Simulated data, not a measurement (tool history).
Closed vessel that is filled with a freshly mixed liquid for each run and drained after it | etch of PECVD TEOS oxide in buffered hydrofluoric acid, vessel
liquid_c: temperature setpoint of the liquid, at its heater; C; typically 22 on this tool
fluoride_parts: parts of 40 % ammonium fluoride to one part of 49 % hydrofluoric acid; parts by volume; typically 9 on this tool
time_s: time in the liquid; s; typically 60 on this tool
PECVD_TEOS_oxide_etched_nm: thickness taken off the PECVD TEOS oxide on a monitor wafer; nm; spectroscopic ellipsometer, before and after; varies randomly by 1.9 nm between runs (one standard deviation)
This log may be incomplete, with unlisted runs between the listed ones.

| run | hour | liquid_c | fluoride_parts | time_s | wafers since the last listed run | hours since the thermometer was replaced | hours since the hydrofluoric acid flow meter was replaced | hours since the gauge calibration | read-back film thickness of the PECVD TEOS oxide reference wafer, read on the same gauge (nm) | PECVD_TEOS_oxide_etched_nm |
|---|---|---|---|---|---|---|---|---|---|---|
| 1 | 0 | 22 | 9 | 60 | 0 | 1853.3 | 1809 | 2869.5 | 57.81 | 236.89 |
| 2 | 89.6 | 22 | 9 | 60 | 6140 | 1942.9 | 1898.6 | 2959.1 | 57.71 | 239.85 |
| 3 | 131.5 | 25.5 | 9 | 70 | 2871 | 1984.8 | 1940.5 | 3001 | 57.68 | 329.94 |
| 4 | 221.1 | 25.5 | 9 | 70 | 6140 | 2074.4 | 2030.1 | 3090.6 | 57.59 | 332.88 |
|  | 279.5 | thermometer replaced |
| 5 | 279.9 | 25.5 | 9 | 70 | 3961 | 0.4 | 2088.9 | 3149.4 | 57.58 | 329.32 |
| 6 | 326.1 | 22 | 11.5 | 40 | 3166 | 46.6 | 2135.1 | 3195.6 | 57.56 | 127.77 |
|  | 376.2 | hydrofluoric acid flow meter replaced |
| 7 | 410.8 | 22 | 11.5 | 40 | 5736 | 131.3 | 34.6 | 3280.3 | 57.47 | 127.29 |
| 8 | 515 | 22 | 11.5 | 40 | 7141 | 235.5 | 138.8 | 3384.5 | 57.41 | 129.28 |
| 9 | 613.5 | 22 | 9 | 60 | 6750 | 334 | 237.3 | 3483 | 57.32 | 236.46 |
| 10 | 672.1 | 22 | 9 | 60 | 4016 | 392.6 | 295.9 | 3541.6 | 57.28 | 232.49 |
| 11 | 715.4 | 22 | 9 | 60 | 2967 | 435.9 | 339.2 | 3584.9 | 57.2 | 234.16 |
| 12 | 938.7 | 22 | 9 | 60 | 15303 | 659.2 | 562.5 | 3808.2 | 57.06 | 232.81 |
|  | 939.3 | gauge calibrated |
| 13 | 1015.4 | 24 | 7 | 35 | 5256 | 735.9 | 639.2 | 76.1 | 59.55 | 206.49 |
| 14 | 1059.5 | 20 | 11.5 | 85 | 3022 | 780 | 683.3 | 120.2 | 59.55 | 252.29 |
| 15 | 1148.1 | 22 | 12 | 60 | 6072 | 868.6 | 771.9 | 208.8 | 59.46 | 190.9 |
| 16 | 1220.2 | 18 | 12 | 60 | 4941 | 940.7 | 844 | 280.9 | 59.43 | 152.02 |
| 17 | 1444.8 | 27 | 6 | 80 | 15392 | 1165.3 | 1068.6 | 505.5 | 59.23 | 636.47 |
| 18 | 1501.4 | 18 | 6 | 60 | 3879 | 1221.9 | 1125.2 | 562.1 | 59.17 | 293.38 |
| 19 | 1569.1 | 20.5 | 9 | 75 | 4639 | 1289.6 | 1192.9 | 629.8 | 59.13 | 283.73 |
| 20 | 1639.1 | 20 | 6.5 | 30 | 4797 | 1359.6 | 1262.9 | 699.8 | 59.05 | 151.72 |
| 21 | 1722.6 | 22 | 9 | 60 | 5722 | 1443.1 | 1346.4 | 783.3 | 59.02 | 244.14 |
| 22 | 1799.1 | 17 | 11 | 70 | 5242 | 1519.6 | 1422.9 | 859.8 | 58.97 | 181.2 |
| 23 | 1882.8 | 26.5 | 9 | 90 | 5736 | 1603.3 | 1506.6 | 943.5 | 58.9 | 458.85 |
| 24 | 1990 | 19.5 | 9 | 60 | 7346 | 1710.5 | 1613.8 | 1050.7 | 58.77 | 210.66 |
| 25 | 2047.3 | 18 | 12 | 60 | 3927 | 1767.8 | 1671.1 | 1108 | 58.73 | 148.47 |
| 26 | 2086.4 | 27 | 6.5 | 60 | 2679 | 1806.9 | 1710.2 | 1147.1 | 58.73 | 435.1 |
| 27 | 2132.1 | 22 | 9 | 60 | 3132 | 1852.6 | 1755.9 | 1192.8 | 58.71 | 239.6 |
| 28 | 2204.9 | 22 | 10.5 | 40 | 4989 | 1925.4 | 1828.7 | 1265.6 | 58.66 | 142.73 |
|  | 2214.5 | thermometer replaced |
| 29 | 2253.9 | 22 | 9 | 60 | 3289 | 39.4 | 1877.7 | 1314.6 | 58.59 | 241.22 |
| 30 | 2357.5 | 24 | 6 | 70 | 7100 | 143 | 1981.3 | 1418.2 | 58.45 | 462.98 |

What does the tool deliver on the next run?
| 31 | 2434.3 | 22 | 9 | 60 | 5263 | 219.8 | 2058.1 | 1495 | ? | ? |

Run 31 measured read-back film thickness of the PECVD TEOS oxide reference wafer, read on the same gauge (nm) 58.45, PECVD_TEOS_oxide_etched_nm 238.1 nm.
Were there no unlogged condition in the tool, this run, its random variation unchanged, would have produced PECVD_TEOS_oxide_etched_nm 244.46 nm.
